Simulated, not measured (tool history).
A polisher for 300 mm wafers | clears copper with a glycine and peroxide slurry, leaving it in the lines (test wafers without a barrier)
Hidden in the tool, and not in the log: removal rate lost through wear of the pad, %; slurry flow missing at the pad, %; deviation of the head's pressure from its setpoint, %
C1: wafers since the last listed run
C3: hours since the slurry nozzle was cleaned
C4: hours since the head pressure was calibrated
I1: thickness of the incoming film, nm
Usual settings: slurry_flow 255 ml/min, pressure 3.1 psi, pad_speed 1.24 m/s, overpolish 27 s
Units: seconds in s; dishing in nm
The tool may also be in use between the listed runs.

Run 1, hour 0.0: usual settings; C1 0; wafers polished on this pad 1323; C3 159.9; C4 520.1; I1 550.4. Result: seconds 99.8 s, dishing 92.8 nm.
At hour 21.3: worn pad replaced by a new one.
Run 2, hour 22.4: usual settings; C1 114; wafers polished on this pad 6; C3 182.3; C4 542.5; I1 537.9. Result: seconds 95.5 s, dishing 94.4 nm.
Run 3, hour 35.7: usual settings; C1 83; wafers polished on this pad 89; C3 195.6; C4 555.8; I1 549.9. Result: seconds 97.0 s, dishing 91.0 nm.
Run 4, hour 53.8: usual settings; C1 112; wafers polished on this pad 202; C3 213.7; C4 573.9; I1 541.7. Result: seconds 95.9 s, dishing 92.7 nm.
Run 5, hour 84.1: usual settings; C1 189; wafers polished on this pad 391; C3 244.0; C4 604.2; I1 536.3. Result: seconds 95.6 s, dishing 92.4 nm.
Run 6, hour 102.6: usual settings; C1 115; wafers polished on this pad 507; C3 262.5; C4 622.7; I1 531.7. Result: seconds 96.2 s, dishing 87.4 nm.
Run 7, hour 129.4: usual settings; C1 167; wafers polished on this pad 674; C3 289.3; C4 649.5; I1 539.8. Result: seconds 97.2 s, dishing 89.8 nm.
Run 8, hour 158.1: usual settings; C1 179; wafers polished on this pad 853; C3 318.0; C4 678.2; I1 535.7. Result: seconds 96.5 s, dishing 90.1 nm.
Run 9, hour 174.6: usual settings; C1 102; wafers polished on this pad 956; C3 334.5; C4 694.7; I1 550.1. Result: seconds 102.9 s, dishing 89.9 nm.
Run 10, hour 202.2: usual settings but pressure 2.9 psi; C1 172; wafers polished on this pad 1129; C3 362.1; C4 722.3; I1 544.4. Result: seconds 103.7 s, dishing 87.3 nm.
At hour 227.2: worn pad replaced by a new one, of another model than before.
Run 11, hour 235.3: usual settings but pressure 2.9 psi; C1 181; wafers polished on this pad 50; C3 395.2; C4 755.4; I1 535.5. Result: seconds 98.9 s, dishing 90.1 nm.
Run 12, hour 256.0: usual settings but pad_speed 0.98 m/s; C1 129; wafers polished on this pad 179; C3 415.9; C4 776.1; I1 545.1. Result: seconds 120.6 s, dishing 77.6 nm.
At hour 262.3: slurry nozzle cleaned.
Run 13, hour 275.6: usual settings but slurry_flow 280 ml/min, pressure 3.8 psi, pad_speed 1.06 m/s, overpolish 38 s; C1 116; wafers polished on this pad 295; C3 13.3; C4 795.7; I1 547.0. Result: seconds 97.3 s, dishing 116.6 nm.
Run 14, hour 291.1: usual settings but slurry_flow 300 ml/min, pressure 3.8 psi; C1 96; wafers polished on this pad 392; C3 28.8; C4 811.2; I1 540.9. Result: seconds 81.3 s, dishing 101.5 nm.
Run 15, hour 318.0: usual settings but slurry_flow 205 ml/min; C1 167; wafers polished on this pad 560; C3 55.7; C4 838.1; I1 537.5. Result: seconds 97.4 s, dishing 93.3 nm.
Run 16, hour 340.1: usual settings but pad_speed 1.06 m/s; C1 137; wafers polished on this pad 698; C3 77.8; C4 860.2; I1 545.1. Result: seconds 111.0 s, dishing 83.0 nm.
Run 17, hour 375.1: usual settings; C1 218; wafers polished on this pad 916; C3 112.8; C4 895.2; I1 544.0. Result: seconds 96.2 s, dishing 89.2 nm.
Run 18, hour 404.2: usual settings but pressure 2.8 psi, pad_speed 1.00 m/s, overpolish 41 s; C1 181; wafers polished on this pad 1098; C3 141.9; C4 924.3; I1 539.7. Result: seconds 124.6 s, dishing 100.7 nm.
At hour 418.5: worn pad replaced by a new one.
Run 19, hour 421.9: usual settings; C1 85; wafers polished on this pad 21; C3 159.6; C4 942.0; I1 529.6. Result: seconds 92.5 s, dishing 89.2 nm.
Run 20, hour 450.8: usual settings but slurry_flow 315 ml/min, pad_speed 0.96 m/s; C1 180; wafers polished on this pad 201; C3 188.5; C4 970.9; I1 541.7. Result: seconds 118.2 s, dishing 79.4 nm.
Run 21, hour 483.1: usual settings but pressure 2.8 psi, overpolish 33 s; C1 201; wafers polished on this pad 403; C3 220.8; C4 1003.2; I1 544.8. Result: seconds 98.7 s, dishing 100.2 nm.
Run 22, hour 500.8: usual settings; C1 110; wafers polished on this pad 513; C3 238.5; C4 1020.9; I1 539.3. Result: seconds 93.8 s, dishing 94.4 nm.
Run 23, hour 514.4: usual settings; C1 84; wafers polished on this pad 598; C3 252.1; C4 1034.5; I1 536.4. Result: seconds 94.3 s, dishing 92.5 nm.
At hour 538.2: head pressure recalibrated.
Run 24, hour 538.7: usual settings; C1 139; wafers polished on this pad 737; C3 276.4; C4 0.5; I1 546.2. Result: seconds 95.4 s, dishing 93.4 nm.
Run 25, hour 568.4: usual settings but slurry_flow 280 ml/min, overpolish 20 s; C1 185; wafers polished on this pad 923; C3 306.1; C4 30.2; I1 537.8. Result: seconds 93.4 s, dishing 71.9 nm.
Run 26, hour 596.0: usual settings but slurry_flow 195 ml/min, pressure 2.7 psi, pad_speed 1.46 m/s, overpolish 38 s; C1 172; wafers polished on this pad 1095; C3 333.7; C4 57.8; I1 530.8. Result: seconds 89.8 s, dishing 109.8 nm.
At hour 619.6: worn pad replaced by a new one.
Run 27, hour 646.6: usual settings; C1 290; wafers polished on this pad 168; C3 384.3; C4 108.4; I1 529.6. Result: seconds 92.4 s, dishing 85.5 nm.
Run 28, hour 667.6: usual settings; C1 131; wafers polished on this pad 299; C3 405.3; C4 129.4; I1 536.9. Result: seconds 96.7 s, dishing 93.2 nm.
Run 29, hour 694.1: usual settings but pad_speed 0.86 m/s; C1 165; wafers polished on this pad 465; C3 431.8; C4 155.9; I1 533.2. Result: seconds 133.7 s, dishing 69.3 nm.
Run 30, hour 720.8: usual settings but overpolish 20 s; C1 166; wafers polished on this pad 631; C3 458.5; C4 182.6; I1 534.3. Result: seconds 94.7 s, dishing 71.7 nm.
At hour 740.7: slurry nozzle cleaned.
Run 31, hour 750.3: usual settings but slurry_flow 320 ml/min; C1 177; wafers polished on this pad 809; C3 9.6; C4 212.1; I1 542.7. Result: seconds 93.3 s, dishing 93.2 nm.
Run 32, hour 765.0: usual settings but pad_speed 1.38 m/s; C1 91; wafers polished on this pad 901; C3 24.3; C4 226.8; I1 530.5. Result: seconds 82.2 s, dishing 98.7 nm.
Run 33, hour 795.2: usual settings; C1 188; wafers polished on this pad 1089; C3 54.5; C4 257.0; I1 549.1. Result: seconds 96.7 s, dishing 93.3 nm.
Run 34, hour 822.0: usual settings but slurry_flow 220 ml/min; C1 167; wafers polished on this pad 1257; C3 81.3; C4 283.8; I1 541.2. Result: seconds 95.5 s, dishing 93.5 nm.

The same runs without the tool's hidden state, with the same run-to-run variation:
run  seconds  dishing
  1     97.7     94.2
  2     93.2     96.0
  3     94.4     92.7
  4     93.1     94.6
  5     92.4     94.6
  6     92.7     89.7
  7     93.2     92.5
  8     92.0     93.1
  9     97.8     93.1
 10     98.0     90.9
 11     95.9     92.1
 12    116.7     79.6
 13     97.1    116.7
 14     81.1    101.7
 15     96.9     93.7
 16    110.4     83.4
 17     95.5     89.6
 18    123.4    101.4
 19     91.5     89.9
 20    116.8     80.1
 21     97.2    101.3
 22     92.2     95.5
 23     92.6     93.6
 24     93.5     94.7
 25     91.4     73.1
 26     87.3    111.5
 27     89.8     87.3
 28     93.7     95.2
 29    129.3     71.2
 30     91.3     73.8
 31     92.8     93.4
 32     81.7     99.1
 33     95.9     93.8
 34     94.5     94.2
